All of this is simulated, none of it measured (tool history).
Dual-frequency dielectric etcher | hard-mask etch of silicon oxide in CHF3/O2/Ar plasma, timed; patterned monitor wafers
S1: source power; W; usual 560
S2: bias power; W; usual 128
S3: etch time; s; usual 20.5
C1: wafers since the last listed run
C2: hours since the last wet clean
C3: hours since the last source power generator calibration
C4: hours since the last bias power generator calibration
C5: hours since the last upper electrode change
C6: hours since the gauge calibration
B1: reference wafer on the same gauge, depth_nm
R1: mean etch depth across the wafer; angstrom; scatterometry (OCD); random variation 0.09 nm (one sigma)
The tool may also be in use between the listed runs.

{"run": 1, "hour": 0.0, "S1": 510, "S2": 128, "S3": 23.5, "C1": 0, "C2": 95.3, "C3": 1734.3, "C4": 4359.9, "C5": 4108.4, "C6": 405.3, "B1": 36.15, "R1": 386.3}
{"run": 2, "hour": 14.5, "S1": 560, "S2": 128, "S3": 20.5, "C1": 299, "C2": 109.8, "C3": 1748.8, "C4": 4374.4, "C5": 4122.9, "C6": 419.8, "B1": 36.1, "R1": 345.5}
{"run": 3, "hour": 41.9, "S1": 560, "S2": 128, "S3": 20.5, "C1": 566, "C2": 137.2, "C3": 1776.2, "C4": 4401.8, "C5": 4150.3, "C6": 447.2, "B1": 36.04, "R1": 346.5}
{"hour": 108.2, "done": "gauge calibrated"}
{"run": 4, "hour": 141.5, "S1": 560, "S2": 128, "S3": 20.5, "C1": 2060, "C2": 236.8, "C3": 1875.8, "C4": 4501.4, "C5": 4249.9, "C6": 33.3, "B1": 36.73, "R1": 352.2}
{"run": 5, "hour": 155.4, "S1": 560, "S2": 128, "S3": 18.0, "C1": 287, "C2": 250.7, "C3": 1889.7, "C4": 4515.3, "C5": 4263.8, "C6": 47.2, "B1": 36.72, "R1": 308.1}
{"run": 6, "hour": 191.3, "S1": 560, "S2": 128, "S3": 18.0, "C1": 742, "C2": 286.6, "C3": 1925.6, "C4": 4551.2, "C5": 4299.7, "C6": 83.1, "B1": 36.71, "R1": 309.0}
{"run": 7, "hour": 218.2, "S1": 610, "S2": 116, "S3": 20.5, "C1": 556, "C2": 313.5, "C3": 1952.5, "C4": 4578.1, "C5": 4326.6, "C6": 110.0, "B1": 36.71, "R1": 348.7}
{"run": 8, "hour": 241.4, "S1": 610, "S2": 116, "S3": 20.5, "C1": 479, "C2": 336.7, "C3": 1975.7, "C4": 4601.3, "C5": 4349.8, "C6": 133.2, "B1": 36.68, "R1": 350.6}
{"run": 9, "hour": 276.2, "S1": 650, "S2": 128, "S3": 20.5, "C1": 719, "C2": 371.5, "C3": 2010.5, "C4": 4636.1, "C5": 4384.6, "C6": 168.0, "B1": 36.69, "R1": 367.3}
{"run": 10, "hour": 302.4, "S1": 650, "S2": 128, "S3": 20.5, "C1": 541, "C2": 397.7, "C3": 2036.7, "C4": 4662.3, "C5": 4410.8, "C6": 194.2, "B1": 36.63, "R1": 364.6}
{"hour": 327.3, "done": "bias power generator calibrated"}
{"hour": 330.3, "done": "wet clean of the chamber"}
{"run": 11, "hour": 330.8, "S1": 560, "S2": 128, "S3": 20.5, "C1": 443, "C2": 0.5, "C3": 2065.1, "C4": 3.5, "C5": 4439.2, "C6": 222.6, "B1": 36.57, "R1": 351.2}
{"run": 12, "hour": 348.7, "S1": 560, "S2": 128, "S3": 20.5, "C1": 370, "C2": 18.4, "C3": 2083.0, "C4": 21.4, "C5": 4457.1, "C6": 240.5, "B1": 36.6, "R1": 352.1}
{"hour": 381.2, "done": "upper electrode replaced"}
{"run": 13, "hour": 381.7, "S1": 560, "S2": 128, "S3": 20.5, "C1": 186, "C2": 51.4, "C3": 2116.0, "C4": 54.4, "C5": 0.5, "C6": 273.5, "B1": 36.52, "R1": 350.0}
{"run": 14, "hour": 404.8, "S1": 560, "S2": 115, "S3": 20.5, "C1": 477, "C2": 74.5, "C3": 2139.1, "C4": 77.5, "C5": 23.6, "C6": 296.6, "B1": 36.5, "R1": 339.8}
{"hour": 411.5, "done": "source power generator calibrated"}
{"run": 15, "hour": 424.2, "S1": 560, "S2": 96, "S3": 20.5, "C1": 318, "C2": 93.9, "C3": 12.7, "C4": 96.9, "C5": 43.0, "C6": 316.0, "B1": 36.46, "R1": 325.2}
{"run": 16, "hour": 451.3, "S1": 560, "S2": 128, "S3": 20.5, "C1": 560, "C2": 121.0, "C3": 39.8, "C4": 124.0, "C5": 70.1, "C6": 343.1, "B1": 36.38, "R1": 348.1}
{"run": 17, "hour": 484.5, "S1": 560, "S2": 128, "S3": 20.5, "C1": 686, "C2": 154.2, "C3": 73.0, "C4": 157.2, "C5": 103.3, "C6": 376.3, "B1": 36.35, "R1": 347.6}
{"run": 18, "hour": 500.2, "S1": 510, "S2": 144, "S3": 23.0, "C1": 324, "C2": 169.9, "C3": 88.7, "C4": 172.9, "C5": 119.0, "C6": 392.0, "B1": 36.3, "R1": 392.0}
{"run": 19, "hour": 531.0, "S1": 560, "S2": 96, "S3": 20.5, "C1": 637, "C2": 200.7, "C3": 119.5, "C4": 203.7, "C5": 149.8, "C6": 422.8, "B1": 36.24, "R1": 322.9}
{"run": 20, "hour": 543.6, "S1": 560, "S2": 128, "S3": 20.5, "C1": 260, "C2": 213.3, "C3": 132.1, "C4": 216.3, "C5": 162.4, "C6": 435.4, "B1": 36.18, "R1": 345.9}
{"run": 21, "hour": 567.5, "S1": 610, "S2": 101, "S3": 25.0, "C1": 494, "C2": 237.2, "C3": 156.0, "C4": 240.2, "C5": 186.3, "C6": 459.3, "B1": 36.1, "R1": 406.7}
{"run": 22, "hour": 582.3, "S1": 420, "S2": 136, "S3": 17.5, "C1": 306, "C2": 252.0, "C3": 170.8, "C4": 255.0, "C5": 201.1, "C6": 474.1, "B1": 36.04, "R1": 278.6}
{"hour": 598.7, "done": "gauge calibrated"}
{"run": 23, "hour": 603.3, "S1": 450, "S2": 117, "S3": 15.5, "C1": 434, "C2": 273.0, "C3": 191.8, "C4": 276.0, "C5": 222.1, "C6": 4.6, "B1": 36.69, "R1": 245.2}
{"run": 24, "hour": 628.3, "S1": 560, "S2": 128, "S3": 20.5, "C1": 517, "C2": 298.0, "C3": 216.8, "C4": 301.0, "C5": 247.1, "C6": 29.6, "B1": 36.65, "R1": 351.6}
{"run": 25, "hour": 654.9, "S1": 460, "S2": 158, "S3": 20.5, "C1": 550, "C2": 324.6, "C3": 243.4, "C4": 327.6, "C5": 273.7, "C6": 56.2, "B1": 36.64, "R1": 353.2}
{"run": 26, "hour": 675.8, "S1": 560, "S2": 128, "S3": 17.0, "C1": 432, "C2": 345.5, "C3": 264.3, "C4": 348.5, "C5": 294.6, "C6": 77.1, "B1": 36.65, "R1": 292.6}
{"run": 27, "hour": 709.4, "S1": 620, "S2": 97, "S3": 25.0, "C1": 694, "C2": 379.1, "C3": 297.9, "C4": 382.1, "C5": 328.2, "C6": 110.7, "B1": 36.63, "R1": 410.6}
{"hour": 742.9, "done": "wet clean of the chamber"}
{"run": 28, "hour": 744.8, "S1": 560, "S2": 128, "S3": 20.5, "C1": 235, "C2": 1.9, "C3": 333.3, "C4": 417.5, "C5": 363.6, "C6": 146.1, "B1": 36.6, "R1": 352.2}
{"run": 29, "hour": 769.4, "S1": 600, "S2": 140, "S3": 20.5, "C1": 508, "C2": 26.5, "C3": 357.9, "C4": 442.1, "C5": 388.2, "C6": 170.7, "B1": 36.56, "R1": 366.9}
{"run": 30, "hour": 788.4, "S1": 560, "S2": 111, "S3": 20.5, "C1": 392, "C2": 45.5, "C3": 376.9, "C4": 461.1, "C5": 407.2, "C6": 189.7, "B1": 36.56, "R1": 337.2}

Forecast each of these 4 alternatives for the next run:
{"run": "A", "hour": 788.8, "S1": 560, "S2": 128, "S3": 20.5, "C1": 8, "C2": 45.9, "C3": 377.3, "C4": 461.5, "C5": 407.6, "C6": 190.1, "B1": "?", "R1": "?"}
{"run": "B", "hour": 788.8, "S1": 560, "S2": 149, "S3": 22.0, "C1": 8, "C2": 45.9, "C3": 377.3, "C4": 461.5, "C5": 407.6, "C6": 190.1, "B1": "?", "R1": "?"}
{"run": "C", "hour": 788.8, "S1": 620, "S2": 140, "S3": 24.5, "C1": 8, "C2": 45.9, "C3": 377.3, "C4": 461.5, "C5": 407.6, "C6": 190.1, "B1": "?", "R1": "?"}
{"run": "D", "hour": 788.8, "S1": 670, "S2": 110, "S3": 20.5, "C1": 8, "C2": 45.9, "C3": 377.3, "C4": 461.5, "C5": 407.6, "C6": 190.1, "B1": "?", "R1": "?"}

run=A B1=36.55 R1=349.1
run=B B1=36.55 R1=390.1
run=C B1=36.55 R1=438.9
run=D B1=36.55 R1=353.1
Without the tool's hidden state the same runs would have given:
run=A R1=350.4
run=B R1=391.5
run=C R1=440.6
run=D R1=354.4
